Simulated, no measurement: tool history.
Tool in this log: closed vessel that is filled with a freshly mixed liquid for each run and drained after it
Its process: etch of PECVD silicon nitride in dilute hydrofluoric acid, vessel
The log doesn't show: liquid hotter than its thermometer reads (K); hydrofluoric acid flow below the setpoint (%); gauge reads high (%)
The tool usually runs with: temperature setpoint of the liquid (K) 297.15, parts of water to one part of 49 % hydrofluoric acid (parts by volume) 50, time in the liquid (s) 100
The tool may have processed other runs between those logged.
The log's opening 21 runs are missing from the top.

run,hour,temperature setpoint of the liquid (K),parts of water to one part of 49 % hydrofluoric acid (parts by volume),time in the liquid (s),wafers since the last listed run,hours since the thermometer was replaced,hours since the hydrofluoric acid flow meter was replaced,hours since the gauge calibration,"read-back film thickness of the PECVD silicon nitride reference wafer, read on the same gauge (nm)",thickness taken off the PECVD silicon nitride on a monitor wafer (angstrom)
22,283.0,293.65,50,145,503,1978.4,201.1,233.5,139.99,162.2
23,296.7,297.15,50,100,895,1992.1,214.8,247.2,140.02,141.8
# hour 299.9: thermometer replaced
24,304.6,293.15,50,115,451,4.7,222.7,255.1,140.00,105.5
25,321.4,302.15,60,65,1098,21.5,239.5,271.9,140.01,90.7
26,334.5,297.15,50,100,856,34.6,252.6,285.0,140.01,120.8
27,344.1,297.15,50,80,627,44.2,262.2,294.6,139.98,96.8
28,360.3,297.15,50,60,1059,60.4,278.4,310.8,139.99,73.4
29,367.1,293.65,70,75,444,67.2,285.2,317.6,140.00,51.8
30,380.9,294.65,40,45,902,81.0,299.0,331.4,140.00,56.8

For run 31, what comes out?
31,390.2,297.15,70,40,608,90.3,308.3,340.7,?,?

{"run 31": {"read-back film thickness of the PECVD silicon nitride reference wafer, read on the same gauge (nm)": 139.98, "thickness taken off the PECVD silicon nitride on a monitor wafer (angstrom)": 34.8}}
Without the tool's hidden state the same run would have given thickness taken off the PECVD silicon nitride on a monitor wafer (angstrom) 33.8.
